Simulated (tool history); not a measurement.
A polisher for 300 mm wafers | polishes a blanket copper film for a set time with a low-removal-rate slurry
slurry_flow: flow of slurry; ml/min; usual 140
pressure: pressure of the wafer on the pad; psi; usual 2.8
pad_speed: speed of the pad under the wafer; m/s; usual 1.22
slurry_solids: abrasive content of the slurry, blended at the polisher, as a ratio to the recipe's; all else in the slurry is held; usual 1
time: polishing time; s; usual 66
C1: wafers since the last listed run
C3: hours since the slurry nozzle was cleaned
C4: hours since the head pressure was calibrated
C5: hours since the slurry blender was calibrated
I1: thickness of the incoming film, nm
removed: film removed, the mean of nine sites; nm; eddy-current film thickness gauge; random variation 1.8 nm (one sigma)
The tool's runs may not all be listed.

run 1 day=0 | slurry_flow=140 pressure=2.8 pad_speed=1.22 slurry_solids=1 time=59 | C1=0 wafers_polished_on_this_pad=178 C3=231.1 C4=316 C5=103.3 | I1=1306.3 | removed=167.6
run 2 day=0.467 | slurry_flow=140 pressure=2.8 pad_speed=1.22 slurry_solids=1 time=66 | C1=104 wafers_polished_on_this_pad=282 C3=242.3 C4=327.2 C5=114.5 | I1=1316.1 | removed=191.4
run 3 day=0.85 | slurry_flow=170 pressure=2.8 pad_speed=1.22 slurry_solids=1 time=66 | C1=86 wafers_polished_on_this_pad=368 C3=251.5 C4=336.4 C5=123.7 | I1=1312.8 | removed=196.1
run 4 day=1.375 | slurry_flow=170 pressure=2.8 pad_speed=1.22 slurry_solids=1 time=66 | C1=117 wafers_polished_on_this_pad=486 C3=264.1 C4=349 C5=136.3 | I1=1331.2 | removed=193.6
run 5 day=2.033 | slurry_flow=140 pressure=2.8 pad_speed=1.22 slurry_solids=1 time=66 | C1=147 wafers_polished_on_this_pad=634 C3=279.9 C4=364.8 C5=152.1 | I1=1349.1 | removed=189.7
run 6 day=2.388 | slurry_flow=175 pressure=2.8 pad_speed=1.5 slurry_solids=1 time=66 | C1=79 wafers_polished_on_this_pad=713 C3=288.4 C4=373.3 C5=160.6 | I1=1333.9 | removed=239.7
-- day=2.558 head pressure recalibrated
run 7 day=2.692 | slurry_flow=175 pressure=2.8 pad_speed=1.5 slurry_solids=1 time=66 | C1=49 wafers_polished_on_this_pad=763 C3=295.7 C4=3.2 C5=167.9 | I1=1348.7 | removed=239.2
run 8 day=2.967 | slurry_flow=140 pressure=2.8 pad_speed=1.22 slurry_solids=1 time=66 | C1=61 wafers_polished_on_this_pad=825 C3=302.3 C4=9.8 C5=174.5 | I1=1340.7 | removed=189.5
run 9 day=3.35 | slurry_flow=140 pressure=2.8 pad_speed=1.22 slurry_solids=1 time=66 | C1=86 wafers_polished_on_this_pad=911 C3=311.5 C4=19 C5=183.7 | I1=1357.1 | removed=189.7
-- day=5.138 worn pad replaced by a new one
run 10 day=5.158 | slurry_flow=125 pressure=2.8 pad_speed=1.22 slurry_solids=0.7 time=66 | C1=368 wafers_polished_on_this_pad=4 C3=354.9 C4=62.4 C5=227.1 | I1=1316.2 | removed=171.9
run 11 day=5.375 | slurry_flow=155 pressure=2.8 pad_speed=1.22 slurry_solids=1.3 time=60 | C1=48 wafers_polished_on_this_pad=53 C3=360.1 C4=67.6 C5=232.3 | I1=1340.2 | removed=181.7
-- day=5.492 slurry blender recalibrated
run 12 day=6 | slurry_flow=140 pressure=2.5 pad_speed=1.08 slurry_solids=1.15 time=83 | C1=121 wafers_polished_on_this_pad=175 C3=375.1 C4=82.6 C5=12.2 | I1=1330 | removed=195.7
-- day=6.629 slurry nozzle cleaned
run 13 day=6.675 | slurry_flow=140 pressure=3.7 pad_speed=1.22 slurry_solids=1 time=46 | C1=142 wafers_polished_on_this_pad=317 C3=1.1 C4=98.8 C5=28.4 | I1=1329.7 | removed=170.3
run 14 day=7.279 | slurry_flow=180 pressure=2.8 pad_speed=1.22 slurry_solids=0.8 time=66 | C1=135 wafers_polished_on_this_pad=452 C3=15.6 C4=113.3 C5=42.9 | I1=1313.6 | removed=187.2
run 15 day=7.704 | slurry_flow=170 pressure=2.8 pad_speed=1.22 slurry_solids=1 time=66 | C1=95 wafers_polished_on_this_pad=548 C3=25.8 C4=123.5 C5=53.1 | I1=1315.4 | removed=196.9
run 16 day=8.354 | slurry_flow=185 pressure=2.8 pad_speed=1.22 slurry_solids=1 time=66 | C1=145 wafers_polished_on_this_pad=693 C3=41.4 C4=139.1 C5=68.7 | I1=1343.1 | removed=198.2

3 ways to go on from here, each from the tool as it stands after run 16. What would each give?
run A day=8.371 | slurry_flow=140 pressure=2.8 pad_speed=1.22 slurry_solids=1 time=66 | C1=3 wafers_polished_on_this_pad=697 C3=41.8 C4=139.5 C5=69.1 | I1=1310.5 | removed=?
run B day=8.371 | slurry_flow=185 pressure=2.8 pad_speed=1.62 slurry_solids=1 time=66 | C1=3 wafers_polished_on_this_pad=697 C3=41.8 C4=139.5 C5=69.1 | I1=1310.5 | removed=?
run C day=8.371 | slurry_flow=190 pressure=3.5 pad_speed=1.4 slurry_solids=1 time=75 | C1=3 wafers_polished_on_this_pad=697 C3=41.8 C4=139.5 C5=69.1 | I1=1310.5 | removed=?

run=A removed=190.1
run=B removed=263.4
run=C removed=317.8
Without the tool's hidden state the same runs would have given:
run=A removed=190.1
run=B removed=263.4
run=C removed=317.8
